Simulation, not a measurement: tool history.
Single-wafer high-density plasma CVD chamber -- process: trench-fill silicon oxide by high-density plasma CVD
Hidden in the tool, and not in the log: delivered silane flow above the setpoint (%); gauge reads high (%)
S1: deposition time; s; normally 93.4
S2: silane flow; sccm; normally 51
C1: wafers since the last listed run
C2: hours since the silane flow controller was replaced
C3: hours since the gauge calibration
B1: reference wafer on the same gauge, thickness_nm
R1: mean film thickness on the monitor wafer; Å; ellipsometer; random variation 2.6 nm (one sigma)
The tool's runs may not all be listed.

run 1 hour=0 | S1=93.4 S2=58 | C1=0 C2=1673.8 C3=523.3 | B1=545.061 | R1=5680.42
run 2 hour=38.2 | S1=93.4 S2=58 | C1=548 C2=1712 C3=561.5 | B1=545.593 | R1=5722.94
run 3 hour=145 | S1=84.6 S2=51 | C1=1532 C2=1818.8 C3=668.3 | B1=545.001 | R1=4656.72
run 4 hour=242.5 | S1=102.2 S2=51 | C1=1399 C2=1916.3 C3=765.8 | B1=544.654 | R1=5621.2
run 5 hour=313.8 | S1=102.2 S2=51 | C1=1023 C2=1987.6 C3=837.1 | B1=545.181 | R1=5707.09
run 6 hour=380 | S1=93.4 S2=51 | C1=950 C2=2053.8 C3=903.3 | B1=544.72 | R1=5163.91
run 7 hour=430.2 | S1=93.4 S2=51 | C1=720 C2=2104 C3=953.5 | B1=546.143 | R1=5157.49
run 8 hour=535.4 | S1=93.4 S2=51 | C1=1509 C2=2209.2 C3=1058.7 | B1=546.003 | R1=5229.95
run 9 hour=636.3 | S1=102.1 S2=51 | C1=1448 C2=2310.1 C3=1159.6 | B1=544.841 | R1=5701.17
run 10 hour=727.1 | S1=102.1 S2=51 | C1=1303 C2=2400.9 C3=1250.4 | B1=545.906 | R1=5720.84
run 11 hour=817.3 | S1=102.1 S2=51 | C1=1294 C2=2491.1 C3=1340.6 | B1=543.561 | R1=5715.54
run 12 hour=859 | S1=107.2 S2=51 | C1=598 C2=2532.8 C3=1382.3 | B1=543.953 | R1=5996.1
run 13 hour=951.2 | S1=107.2 S2=51 | C1=1323 C2=2625 C3=1474.5 | B1=546.158 | R1=6057.4
run 14 hour=1003.7 | S1=93.4 S2=56 | C1=753 C2=2677.5 C3=1527 | B1=544.579 | R1=5720.73
-- hour=1049.9 silane flow controller replaced
run 15 hour=1101.2 | S1=93.4 S2=56 | C1=1284 C2=51.3 C3=1624.5 | B1=544.609 | R1=5434.05
run 16 hour=1169.6 | S1=101.9 S2=46 | C1=981 C2=119.7 C3=1692.9 | B1=545.998 | R1=5003.1
run 17 hour=1226.6 | S1=84.6 S2=51 | C1=818 C2=176.7 C3=1749.9 | B1=546.205 | R1=4563.23
run 18 hour=1293.4 | S1=99.7 S2=44 | C1=958 C2=243.5 C3=1816.7 | B1=544.87 | R1=4760.68
run 19 hour=1338.7 | S1=106.5 S2=43 | C1=650 C2=288.8 C3=1862 | B1=543.922 | R1=4979.18
run 20 hour=1414.4 | S1=88.5 S2=58 | C1=1086 C2=364.5 C3=1937.7 | B1=545.563 | R1=5328.15
-- hour=1444.4 gauge calibrated
run 21 hour=1461.3 | S1=99.3 S2=47 | C1=673 C2=411.4 C3=16.9 | B1=543.675 | R1=4992.22
run 22 hour=1529.1 | S1=79.8 S2=44 | C1=973 C2=479.2 C3=84.7 | B1=545.282 | R1=3787.73
run 23 hour=1568.5 | S1=93.4 S2=51 | C1=565 C2=518.6 C3=124.1 | B1=545.776 | R1=5080.13
run 24 hour=1617.5 | S1=101.7 S2=48 | C1=703 C2=567.6 C3=173.1 | B1=545.67 | R1=5246.06
run 25 hour=1670.6 | S1=84.2 S2=41 | C1=762 C2=620.7 C3=226.2 | B1=545.079 | R1=3778.43
run 26 hour=1733.6 | S1=93.4 S2=51 | C1=904 C2=683.7 C3=289.2 | B1=543.48 | R1=4986.01
run 27 hour=1821.6 | S1=76 S2=55 | C1=1263 C2=771.7 C3=377.2 | B1=544.094 | R1=4416.98
run 28 hour=1926.6 | S1=79.4 S2=48 | C1=1507 C2=876.7 C3=482.2 | B1=544.966 | R1=4117.28
run 29 hour=1970.2 | S1=79.9 S2=42 | C1=625 C2=920.3 C3=525.8 | B1=544.934 | R1=3662.27
run 30 hour=2010.6 | S1=101.7 S2=48 | C1=579 C2=960.7 C3=566.2 | B1=544.615 | R1=5176.88
run 31 hour=2184.7 | S1=98.4 S2=51 | C1=2498 C2=1134.8 C3=740.3 | B1=544.631 | R1=5334.12

Hidden state at the last listed run before each entry between runs and at the first one after, where it differs:
From run 14 to run 15: silane flow controller replaced (hour 1049.9)
  delivered silane flow above the setpoint (%): 5.71 -> -0.376
  measured value less the no-hidden-state value, R1: +266.03 -> -17.53 Å
From run 20 to run 21: gauge calibrated (hour 1444.4)
  delivered silane flow above the setpoint (%): -0.265 -> -0.234
  measured value less the no-hidden-state value, R1: -12.09 -> -10 Å
